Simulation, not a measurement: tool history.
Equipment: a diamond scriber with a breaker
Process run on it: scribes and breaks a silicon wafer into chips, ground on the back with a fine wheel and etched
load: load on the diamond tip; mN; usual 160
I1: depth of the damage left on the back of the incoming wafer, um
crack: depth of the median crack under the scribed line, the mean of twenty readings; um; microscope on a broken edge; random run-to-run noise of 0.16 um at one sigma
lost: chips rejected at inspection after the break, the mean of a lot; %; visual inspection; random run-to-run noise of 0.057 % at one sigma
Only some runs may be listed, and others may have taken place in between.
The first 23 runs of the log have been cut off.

run 24 hour=1639.3 | load=160 | I1=0.74 | crack=8.53 lost=1.76
-- hour=1648.8 load on the tip recalibrated
run 25 hour=1928.8 | load=160 | I1=0.67 | crack=7.95 lost=3.28
run 26 hour=2010.3 | load=160 | I1=0.68 | crack=7.91 lost=4.17
-- hour=2053.9 diamond tip replaced by a new one
run 27 hour=2059.1 | load=194 | I1=0.71 | crack=10.22 lost=13.60
run 28 hour=2100.0 | load=190 | I1=0.33 | crack=10.45 lost=10.66
run 29 hour=2202.9 | load=172 | I1=0.61 | crack=9.29 lost=1.93
run 30 hour=2308.4 | load=119 | I1=0.51 | crack=6.06 lost=40.50
run 31 hour=2408.7 | load=133 | I1=0.36 | crack=6.76 lost=23.49
run 32 hour=2485.7 | load=207 | I1=0.70 | crack=10.32 lost=14.89
run 33 hour=2573.1 | load=160 | I1=0.42 | crack=8.17 lost=3.08
run 34 hour=2614.3 | load=174 | I1=0.71 | crack=8.89 lost=1.25
run 35 hour=2650.9 | load=147 | I1=0.33 | crack=7.39 lost=11.86
-- hour=2687.4 diamond tip replaced by a new one
-- hour=2692.4 load on the tip recalibrated
run 36 hour=2734.8 | load=175 | I1=0.44 | crack=9.44 lost=3.23
run 37 hour=2825.9 | load=146 | I1=0.37 | crack=7.59 lost=6.47
run 38 hour=2902.3 | load=123 | I1=0.75 | crack=6.17 lost=32.54
run 39 hour=2963.1 | load=160 | I1=0.78 | crack=8.37 lost=1.88
run 40 hour=3064.1 | load=186 | I1=0.58 | crack=9.68 lost=4.69
run 41 hour=3118.2 | load=160 | I1=0.36 | crack=8.28 lost=2.69
run 42 hour=3190.4 | load=160 | I1=0.50 | crack=7.95 lost=2.93

Below are 3 alternative next runs, each starting from the tool's condition after run 42. Predict each:
run A hour=3191.1 | load=160 | I1=0.42 | crack=? lost=?
run B hour=3191.1 | load=137 | I1=0.42 | crack=? lost=?
run C hour=3191.1 | load=191 | I1=0.42 | crack=? lost=?

run=A crack=7.91 lost=3.08
run=B crack=6.69 lost=20.50
run=C crack=9.41 lost=5.17
What these runs would have given with no unlogged condition in the tool:
run=A crack=8.49 lost=1.20
run=B crack=7.18 lost=11.23
run=C crack=10.10 lost=12.07
